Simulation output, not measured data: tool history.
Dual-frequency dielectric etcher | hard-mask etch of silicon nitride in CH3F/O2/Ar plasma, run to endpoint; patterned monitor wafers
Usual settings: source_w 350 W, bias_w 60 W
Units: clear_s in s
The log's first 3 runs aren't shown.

run,hour,source_w,bias_w,wafers since the last listed run,hours since the last wet clean,hours since the last source power generator calibration,hours since the last bias power generator calibration,hours since the last upper electrode change,"incoming incoming film thickness, nm",clear_s
4,160,350,60,514,188.5,3077.5,4536.5,5571.5,28.24,49.6
5,202.7,310,60,515,231.2,3120.2,4579.2,5614.2,28.03,52.1
6,254.3,310,60,622,282.8,3171.8,4630.8,5665.8,27.73,52.1
# hour 289: wet clean of the chamber, repeated, since the last time left the tool worse
# hour 338.7: bias power generator calibrated
7,388.8,310,60,1285,99.8,3306.3,50.1,5800.3,28.02,49.2
8,459.6,350,60,854,170.6,3377.1,120.9,5871.1,28.01,46.2
9,524.1,350,53,778,235.1,3441.6,185.4,5935.6,28.23,49.3
10,570.9,350,53,564,281.9,3488.4,232.2,5982.4,27.8,48.3
11,639.2,310,60,824,350.2,3556.7,300.5,6050.7,27.71,50.1
12,686.2,350,60,567,397.2,3603.7,347.5,6097.7,27.92,46.9
# hour 749.5: wet clean of the chamber
13,752,350,60,504,2.5,3669.5,413.3,6163.5,28.03,45.9
14,805.7,300,52,648,56.2,3723.2,467,6217.2,28.22,53
15,868.5,330,56,757,119,3786,529.8,6280,27.85,48.7
16,913.1,300,52,538,163.6,3830.6,574.4,6324.6,27.93,52.5
17,973.2,400,45,725,223.7,3890.7,634.5,6384.7,27.96,47.4
# hour 1004: upper electrode replaced
18,1043.9,440,66,563,294.4,3961.4,705.2,39.9,27.81,40
19,1085.9,410,55,506,336.4,4003.4,747.2,81.9,27.77,44.4
20,1148.5,350,56,755,399,4066,809.8,144.5,28.17,47.6
# hour 1182.6: source power generator calibrated
21,1192.9,350,60,487,443.4,10.3,854.2,188.9,28.16,47.5
22,1225.7,280,60,395,476.2,43.1,887,221.7,28.22,53.7

The next listed run, before its measurement:
# hour 1268: wet clean of the chamber
23,1268.5,350,60,226,0.5,85.9,929.8,264.5,28.02,?

clear_s: 45.9 s
Without the tool's hidden state the same run would have given clear_s 46 s.
